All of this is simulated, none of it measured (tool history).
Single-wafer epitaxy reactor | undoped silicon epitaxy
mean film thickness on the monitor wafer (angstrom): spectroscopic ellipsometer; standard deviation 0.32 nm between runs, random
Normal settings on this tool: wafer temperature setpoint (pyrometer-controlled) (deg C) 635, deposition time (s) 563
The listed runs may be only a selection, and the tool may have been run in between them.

run	hour	wafer temperature setpoint (pyrometer-controlled) (deg C)	deposition time (s)	wafers since the last listed run	hours since the last pyrometer calibration	hours since the gauge calibration	read-back reference wafer on the same gauge, thickness_nm	mean film thickness on the monitor wafer (angstrom)
1	0.0	635	563	0	1646.1	90.0	62.087	706.15
2	9.3	639	563	36	1655.4	99.3	62.161	774.05
3	24.6	635	563	60	1670.7	114.6	62.106	712.27
4	41.5	635	563	66	1687.6	131.5	62.155	710.20
5	52.3	635	480	42	1698.4	142.3	62.126	611.47
6	62.6	635	480	40	1708.7	152.6	62.264	605.39
7	69.7	635	480	28	1715.8	159.7	62.215	605.47
8	78.4	625	563	34	1724.5	168.4	62.201	566.17
9	88.9	625	563	41	1735.0	178.9	62.222	570.07
10	95.5	635	563	26	1741.6	185.5	62.141	714.53
11	110.9	635	563	61	1757.0	200.9	62.116	707.17
12	117.9	635	618	27	1764.0	207.9	62.048	778.88
13	133.4	635	563	61	1779.5	223.4	62.305	720.11
14	139.4	642	515	23	1785.5	229.4	62.209	768.69
15	153.6	635	488	56	1799.7	243.6	62.254	621.20
16	167.9	635	488	56	1814.0	257.9	62.319	615.48
17	179.0	645	563	43	1825.1	269.0	62.219	890.09
# hour 200.8: pyrometer calibrated
18	201.3	645	563	56	0.5	291.3	62.298	815.72
19	202.9	645	563	6	2.1	292.9	62.129	820.70
20	248.0	635	631	178	47.2	338.0	62.160	743.65
# hour 265.8: gauge calibrated
21	266.0	644	469	71	65.2	0.2	62.111	670.29
22	277.3	648	650	44	76.5	11.5	62.236	1017.69
23	290.0	635	563	50	89.2	24.2	62.308	665.82
24	297.4	635	563	29	96.6	31.6	62.164	669.02
25	305.6	635	513	32	104.8	39.8	62.225	604.95
26	311.8	648	652	24	111.0	46.0	62.275	1025.23
27	323.1	635	563	44	122.3	57.3	62.168	662.03
28	330.1	635	675	27	129.3	64.3	62.187	799.09
29	340.1	635	563	39	139.3	74.3	62.222	667.37
30	350.5	624	604	41	149.7	84.7	62.276	559.52
31	362.4	635	563	47	161.6	96.6	62.254	671.13
32	375.3	640	654	51	174.5	109.5	62.137	869.55
33	384.2	620	658	35	183.4	118.4	62.196	553.86
34	393.5	621	491	36	192.7	127.7	62.145	421.93
35	401.0	635	563	29	200.2	135.2	62.208	665.41
36	410.6	635	563	38	209.8	144.8	62.204	670.76
37	428.4	628	662	70	227.6	162.6	62.094	674.23
38	436.9	635	641	33	236.1	171.1	62.216	770.12
39	446.4	627	600	37	245.6	180.6	62.192	591.08
40	456.8	635	563	41	256.0	191.0	62.211	673.74

Here are 5 independent what-if runs from the current tool condition. What would each one return?
A	457.4	630	563	2	256.6	191.6	?	?
B	457.4	635	664	2	256.6	191.6	?	?
C	457.4	628	616	2	256.6	191.6	?	?
D	457.4	623	476	2	256.6	191.6	?	?
E	457.4	628	514	2	256.6	191.6	?	?

run	read-back reference wafer on the same gauge, thickness_nm	mean film thickness on the monitor wafer (angstrom)
A	62.163	602.00
B	62.163	793.94
C	62.163	629.66
D	62.163	434.36
E	62.163	525.40
What these runs would have given with no unlogged condition in the tool:
run	mean film thickness on the monitor wafer (angstrom)
A	577.05
B	761.39
C	603.46
D	416.09
E	503.53
